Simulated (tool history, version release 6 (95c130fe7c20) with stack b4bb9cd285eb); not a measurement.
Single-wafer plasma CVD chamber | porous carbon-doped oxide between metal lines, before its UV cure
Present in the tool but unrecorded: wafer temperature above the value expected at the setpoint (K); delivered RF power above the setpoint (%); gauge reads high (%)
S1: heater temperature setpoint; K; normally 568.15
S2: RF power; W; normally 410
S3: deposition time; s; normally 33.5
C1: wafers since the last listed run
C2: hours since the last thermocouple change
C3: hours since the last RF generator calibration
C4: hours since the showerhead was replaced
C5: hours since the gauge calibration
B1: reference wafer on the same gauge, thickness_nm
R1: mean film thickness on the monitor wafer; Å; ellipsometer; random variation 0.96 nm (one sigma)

{"run": 1, "hour": 0.0, "S1": 568.15, "S2": 410, "S3": 33.5, "C1": 0, "C2": 1164.1, "C3": 1566.9, "C4": 5642.6, "C5": 2653.8, "B1": 146.087, "R1": 1555.02}
{"run": 2, "hour": 83.5, "S1": 568.15, "S2": 410, "S3": 33.5, "C1": 1971, "C2": 1247.6, "C3": 1650.4, "C4": 5726.1, "C5": 2737.3, "B1": 145.91, "R1": 1530.25}
{"run": 3, "hour": 144.0, "S1": 568.15, "S2": 410, "S3": 33.5, "C1": 1428, "C2": 1308.1, "C3": 1710.9, "C4": 5786.6, "C5": 2797.8, "B1": 146.21, "R1": 1546.79}
{"run": 4, "hour": 192.5, "S1": 568.15, "S2": 410, "S3": 33.5, "C1": 1145, "C2": 1356.6, "C3": 1759.4, "C4": 5835.1, "C5": 2846.3, "B1": 145.882, "R1": 1518.6}
{"run": 5, "hour": 288.4, "S1": 568.15, "S2": 410, "S3": 33.5, "C1": 2264, "C2": 1452.5, "C3": 1855.3, "C4": 5931, "C5": 2942.2, "B1": 145.792, "R1": 1545.24}
{"run": 6, "hour": 350.3, "S1": 568.15, "S2": 410, "S3": 33.5, "C1": 1461, "C2": 1514.4, "C3": 1917.2, "C4": 5992.9, "C5": 3004.1, "B1": 146.149, "R1": 1543.01}
{"run": 7, "hour": 419.2, "S1": 560.15, "S2": 410, "S3": 33.5, "C1": 1627, "C2": 1583.3, "C3": 1986.1, "C4": 6061.8, "C5": 3073, "B1": 145.803, "R1": 1607.13}
{"run": 8, "hour": 457.5, "S1": 560.15, "S2": 410, "S3": 33.5, "C1": 904, "C2": 1621.6, "C3": 2024.4, "C4": 6100.1, "C5": 3111.3, "B1": 146.376, "R1": 1586.14}
{"run": 9, "hour": 494.9, "S1": 560.15, "S2": 410, "S3": 33.5, "C1": 883, "C2": 1659, "C3": 2061.8, "C4": 6137.5, "C5": 3148.7, "B1": 145.928, "R1": 1611.41}
{"run": 10, "hour": 551.2, "S1": 568.15, "S2": 410, "S3": 33.5, "C1": 1329, "C2": 1715.3, "C3": 2118.1, "C4": 6193.8, "C5": 3205, "B1": 145.832, "R1": 1519.5}
{"hour": 593.3, "done": "showerhead replaced"}
{"run": 11, "hour": 624.2, "S1": 568.15, "S2": 410, "S3": 33.5, "C1": 1534, "C2": 1788.3, "C3": 2191.1, "C4": 30.9, "C5": 3278, "B1": 146.256, "R1": 1530.27}
{"run": 12, "hour": 719.9, "S1": 568.15, "S2": 410, "S3": 33.5, "C1": 2259, "C2": 1884, "C3": 2286.8, "C4": 126.6, "C5": 3373.7, "B1": 146.053, "R1": 1540.13}
{"run": 13, "hour": 759.2, "S1": 568.15, "S2": 410, "S3": 33.5, "C1": 928, "C2": 1923.3, "C3": 2326.1, "C4": 165.9, "C5": 3413, "B1": 145.822, "R1": 1517.24}
{"run": 14, "hour": 824.7, "S1": 568.15, "S2": 410, "S3": 33.5, "C1": 1546, "C2": 1988.8, "C3": 2391.6, "C4": 231.4, "C5": 3478.5, "B1": 146.13, "R1": 1525.2}
{"run": 15, "hour": 931.9, "S1": 574.15, "S2": 330, "S3": 33.5, "C1": 2531, "C2": 2096, "C3": 2498.8, "C4": 338.6, "C5": 3585.7, "B1": 146.174, "R1": 1239.49}
{"hour": 991.7, "done": "thermocouple changed; heater temperature recalibrated"}
{"run": 16, "hour": 1021.3, "S1": 579.15, "S2": 410, "S3": 35.8, "C1": 1922, "C2": 29.6, "C3": 2588.2, "C4": 428, "C5": 3675.1, "B1": 146.239, "R1": 1520.55}
{"hour": 1073.1, "done": "RF generator calibrated"}
{"run": 17, "hour": 1090.2, "S1": 556.15, "S2": 410, "S3": 33.5, "C1": 1438, "C2": 98.5, "C3": 17.1, "C4": 496.9, "C5": 3744, "B1": 146.242, "R1": 1716.02}
{"run": 18, "hour": 1136.9, "S1": 576.15, "S2": 485, "S3": 28.3, "C1": 1102, "C2": 145.2, "C3": 63.8, "C4": 543.6, "C5": 3790.7, "B1": 145.936, "R1": 1490.65}
{"run": 19, "hour": 1188.8, "S1": 578.15, "S2": 345, "S3": 33.5, "C1": 1225, "C2": 197.1, "C3": 115.7, "C4": 595.5, "C5": 3842.6, "B1": 145.424, "R1": 1351.83}
{"hour": 1249.5, "done": "gauge calibrated"}
{"run": 20, "hour": 1266.5, "S1": 579.15, "S2": 410, "S3": 29.8, "C1": 1834, "C2": 274.8, "C3": 193.4, "C4": 673.2, "C5": 17, "B1": 146.059, "R1": 1364.35}
{"run": 21, "hour": 1359.8, "S1": 557.15, "S2": 350, "S3": 28, "C1": 2203, "C2": 368.1, "C3": 286.7, "C4": 766.5, "C5": 110.3, "B1": 145.784, "R1": 1244.24}
{"run": 22, "hour": 1408.6, "S1": 555.15, "S2": 410, "S3": 31.1, "C1": 1152, "C2": 416.9, "C3": 335.5, "C4": 815.3, "C5": 159.1, "B1": 146.016, "R1": 1582.25}
{"run": 23, "hour": 1491.9, "S1": 568.15, "S2": 410, "S3": 33.5, "C1": 1967, "C2": 500.2, "C3": 418.8, "C4": 898.6, "C5": 242.4, "B1": 145.978, "R1": 1598.78}
{"run": 24, "hour": 1532.4, "S1": 568.15, "S2": 410, "S3": 33.5, "C1": 956, "C2": 540.7, "C3": 459.3, "C4": 939.1, "C5": 282.9, "B1": 145.985, "R1": 1600.26}
{"run": 25, "hour": 1581.8, "S1": 568.15, "S2": 465, "S3": 28.8, "C1": 1166, "C2": 590.1, "C3": 508.7, "C4": 988.5, "C5": 332.3, "B1": 146.35, "R1": 1523.23}
{"run": 26, "hour": 1813.0, "S1": 561.15, "S2": 465, "S3": 27.1, "C1": 5459, "C2": 821.3, "C3": 739.9, "C4": 1219.7, "C5": 563.5, "B1": 145.906, "R1": 1478.33}
{"run": 27, "hour": 1862.0, "S1": 568.15, "S2": 470, "S3": 33.5, "C1": 1157, "C2": 870.3, "C3": 788.9, "C4": 1268.7, "C5": 612.5, "B1": 145.619, "R1": 1730.83}
{"run": 28, "hour": 1946.5, "S1": 568.15, "S2": 410, "S3": 33.5, "C1": 1995, "C2": 954.8, "C3": 873.4, "C4": 1353.2, "C5": 697, "B1": 146.058, "R1": 1584.32}
{"run": 29, "hour": 2033.7, "S1": 568.15, "S2": 410, "S3": 33.5, "C1": 2059, "C2": 1042, "C3": 960.6, "C4": 1440.4, "C5": 784.2, "B1": 146.117, "R1": 1582.6}
{"run": 30, "hour": 2111.4, "S1": 556.15, "S2": 410, "S3": 33.5, "C1": 1834, "C2": 1119.7, "C3": 1038.3, "C4": 1518.1, "C5": 861.9, "B1": 146.368, "R1": 1684.87}
{"run": 31, "hour": 2165.1, "S1": 556.15, "S2": 330, "S3": 39.5, "C1": 1268, "C2": 1173.4, "C3": 1092, "C4": 1571.8, "C5": 915.6, "B1": 145.779, "R1": 1653.09}
{"run": 32, "hour": 2272.6, "S1": 564.15, "S2": 365, "S3": 28.8, "C1": 2538, "C2": 1280.9, "C3": 1199.5, "C4": 1679.3, "C5": 1023.1, "B1": 145.935, "R1": 1268.58}
{"run": 33, "hour": 2520.8, "S1": 577.15, "S2": 490, "S3": 37, "C1": 5861, "C2": 1529.1, "C3": 1447.7, "C4": 1927.5, "C5": 1271.3, "B1": 146.217, "R1": 1863.89}
{"run": 34, "hour": 2619.1, "S1": 568.15, "S2": 335, "S3": 28.3, "C1": 2321, "C2": 1627.4, "C3": 1546, "C4": 2025.8, "C5": 1369.6, "B1": 145.664, "R1": 1140.64}

Below are 4 alternative next runs, each starting from the tool's condition after run 34. Predict each:
{"run": "A", "hour": 2619.5, "S1": 568.15, "S2": 410, "S3": 35.6, "C1": 9, "C2": 1627.8, "C3": 1546.4, "C4": 2026.2, "C5": 1370, "B1": "?", "R1": "?"}
{"run": "B", "hour": 2619.5, "S1": 562.15, "S2": 380, "S3": 33.5, "C1": 9, "C2": 1627.8, "C3": 1546.4, "C4": 2026.2, "C5": 1370, "B1": "?", "R1": "?"}
{"run": "C", "hour": 2619.5, "S1": 578.15, "S2": 410, "S3": 33.5, "C1": 9, "C2": 1627.8, "C3": 1546.4, "C4": 2026.2, "C5": 1370, "B1": "?", "R1": "?"}
{"run": "D", "hour": 2619.5, "S1": 558.15, "S2": 330, "S3": 28.2, "C1": 9, "C2": 1627.8, "C3": 1546.4, "C4": 2026.2, "C5": 1370, "B1": "?", "R1": "?"}

run=A B1=145.785 R1=1630.51
run=B B1=145.785 R1=1496.13
run=C B1=145.785 R1=1461.55
run=D B1=145.785 R1=1160.59
With the hidden condition removed and each run's random variation left untouched, the same runs would have given:
run=A R1=1686.59
run=B R1=1549.41
run=C R1=1511.81
run=D R1=1201.92

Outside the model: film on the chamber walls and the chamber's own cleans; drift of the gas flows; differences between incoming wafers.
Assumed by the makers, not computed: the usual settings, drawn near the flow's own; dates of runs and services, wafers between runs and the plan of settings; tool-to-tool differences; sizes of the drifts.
